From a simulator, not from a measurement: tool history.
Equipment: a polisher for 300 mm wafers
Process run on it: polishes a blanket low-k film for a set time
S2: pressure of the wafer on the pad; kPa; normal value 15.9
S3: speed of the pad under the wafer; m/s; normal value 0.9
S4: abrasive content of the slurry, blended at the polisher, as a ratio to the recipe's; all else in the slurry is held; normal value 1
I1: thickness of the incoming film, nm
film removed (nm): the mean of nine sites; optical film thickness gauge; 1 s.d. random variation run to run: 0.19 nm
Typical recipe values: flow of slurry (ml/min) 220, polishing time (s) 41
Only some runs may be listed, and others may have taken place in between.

run 1 hour=0 | flow_of_slurry_(ml/min)=220 S2=15.9 S3=0.9 S4=1 polishing_time_(s)=41 | I1=517.1 | film_removed_(nm)=18.5
-- hour=6.7 worn pad replaced by a new one
run 2 hour=61.1 | flow_of_slurry_(ml/min)=220 S2=15.9 S3=0.9 S4=1 polishing_time_(s)=41 | I1=508 | film_removed_(nm)=18.9
-- hour=158.2 slurry blender recalibrated
run 3 hour=158.8 | flow_of_slurry_(ml/min)=220 S2=15.9 S3=0.9 S4=1 polishing_time_(s)=41 | I1=511.6 | film_removed_(nm)=18.6
run 4 hour=215.8 | flow_of_slurry_(ml/min)=220 S2=15.9 S3=0.9 S4=1 polishing_time_(s)=41 | I1=512.5 | film_removed_(nm)=18.3
run 5 hour=258.1 | flow_of_slurry_(ml/min)=220 S2=15.9 S3=0.9 S4=1 polishing_time_(s)=41 | I1=513.1 | film_removed_(nm)=18.3
run 6 hour=358.6 | flow_of_slurry_(ml/min)=220 S2=15.9 S3=0.9 S4=1 polishing_time_(s)=41 | I1=512.8 | film_removed_(nm)=17.9
-- hour=386.2 worn pad replaced by a new one
-- hour=416.7 conditioning disc replaced and pad reconditioned
-- hour=515.6 slurry blender recalibrated
run 7 hour=552 | flow_of_slurry_(ml/min)=220 S2=15.9 S3=0.9 S4=1 polishing_time_(s)=41 | I1=521.2 | film_removed_(nm)=18.1
-- hour=592.8 slurry nozzle cleaned
run 8 hour=622.5 | flow_of_slurry_(ml/min)=220 S2=15.9 S3=0.9 S4=1 polishing_time_(s)=41 | I1=509.7 | film_removed_(nm)=18
-- hour=717.8 worn pad replaced by a new one
run 9 hour=721.3 | flow_of_slurry_(ml/min)=220 S2=15.9 S3=0.9 S4=1 polishing_time_(s)=41 | I1=508.4 | film_removed_(nm)=18.2
run 10 hour=773.6 | flow_of_slurry_(ml/min)=220 S2=15.9 S3=0.9 S4=1 polishing_time_(s)=41 | I1=511.9 | film_removed_(nm)=17.7
-- hour=801.5 conditioning disc replaced and pad reconditioned
-- hour=856.7 slurry blender recalibrated
run 11 hour=896.5 | flow_of_slurry_(ml/min)=220 S2=15.9 S3=0.9 S4=1 polishing_time_(s)=41 | I1=509 | film_removed_(nm)=17.4
-- hour=988.6 head pressure recalibrated
run 12 hour=989.1 | flow_of_slurry_(ml/min)=220 S2=21.4 S3=0.9 S4=1 polishing_time_(s)=30 | I1=512.2 | film_removed_(nm)=18.1
run 13 hour=1061.6 | flow_of_slurry_(ml/min)=220 S2=20 S3=0.9 S4=0.75 polishing_time_(s)=41 | I1=504 | film_removed_(nm)=20.6
-- hour=1126.8 worn pad replaced by a new one
run 14 hour=1127.3 | flow_of_slurry_(ml/min)=220 S2=15.9 S3=0.9 S4=1 polishing_time_(s)=41 | I1=502.6 | film_removed_(nm)=18.9
-- hour=1146.2 conditioning disc replaced and pad reconditioned
run 15 hour=1200.2 | flow_of_slurry_(ml/min)=220 S2=15.9 S3=0.9 S4=1 polishing_time_(s)=41 | I1=505.6 | film_removed_(nm)=18.7
-- hour=1212.9 slurry blender recalibrated
run 16 hour=1282.4 | flow_of_slurry_(ml/min)=160 S2=15.9 S3=1.02 S4=0.9 polishing_time_(s)=53 | I1=508.3 | film_removed_(nm)=24.2
run 17 hour=1361.7 | flow_of_slurry_(ml/min)=220 S2=15.9 S3=0.9 S4=1.15 polishing_time_(s)=49 | I1=510.8 | film_removed_(nm)=23
-- hour=1458.9 worn pad replaced by a new one
run 18 hour=1467.2 | flow_of_slurry_(ml/min)=220 S2=15.9 S3=0.9 S4=0.9 polishing_time_(s)=41 | I1=503.4 | film_removed_(nm)=18
-- hour=1511.8 slurry nozzle cleaned
run 19 hour=1532.4 | flow_of_slurry_(ml/min)=270 S2=21.4 S3=0.9 S4=1 polishing_time_(s)=45 | I1=509.4 | film_removed_(nm)=27.5
-- hour=1548.1 slurry blender recalibrated
-- hour=1550.5 conditioning disc replaced and pad reconditioned
run 20 hour=1569.4 | flow_of_slurry_(ml/min)=220 S2=15.9 S3=0.9 S4=1 polishing_time_(s)=30 | I1=505.8 | film_removed_(nm)=13.3
run 21 hour=1609.9 | flow_of_slurry_(ml/min)=220 S2=15.9 S3=0.9 S4=1 polishing_time_(s)=41 | I1=520.1 | film_removed_(nm)=18
-- hour=1816 worn pad replaced by a new one
-- hour=1879.8 conditioning disc replaced and pad reconditioned
run 22 hour=1890.3 | flow_of_slurry_(ml/min)=220 S2=15.9 S3=0.9 S4=1 polishing_time_(s)=41 | I1=514.8 | film_removed_(nm)=17.7

3 ways to go on from here, each from the tool as it stands after run 22. What would each give?
run A hour=1890.7 | flow_of_slurry_(ml/min)=220 S2=15.9 S3=0.9 S4=1 polishing_time_(s)=41 | I1=515 | film_removed_(nm)=?
run B hour=1890.7 | flow_of_slurry_(ml/min)=265 S2=10.3 S3=0.9 S4=1 polishing_time_(s)=41 | I1=515 | film_removed_(nm)=?
run C hour=1890.7 | flow_of_slurry_(ml/min)=220 S2=17.2 S3=0.9 S4=1 polishing_time_(s)=28 | I1=515 | film_removed_(nm)=?

run=A film_removed_(nm)=17.6
run=B film_removed_(nm)=12.5
run=C film_removed_(nm)=12.9
With the hidden condition removed and each run's random variation left untouched, the same runs would have given:
run=A film_removed_(nm)=19.2
run=B film_removed_(nm)=13.6
run=C film_removed_(nm)=14.2
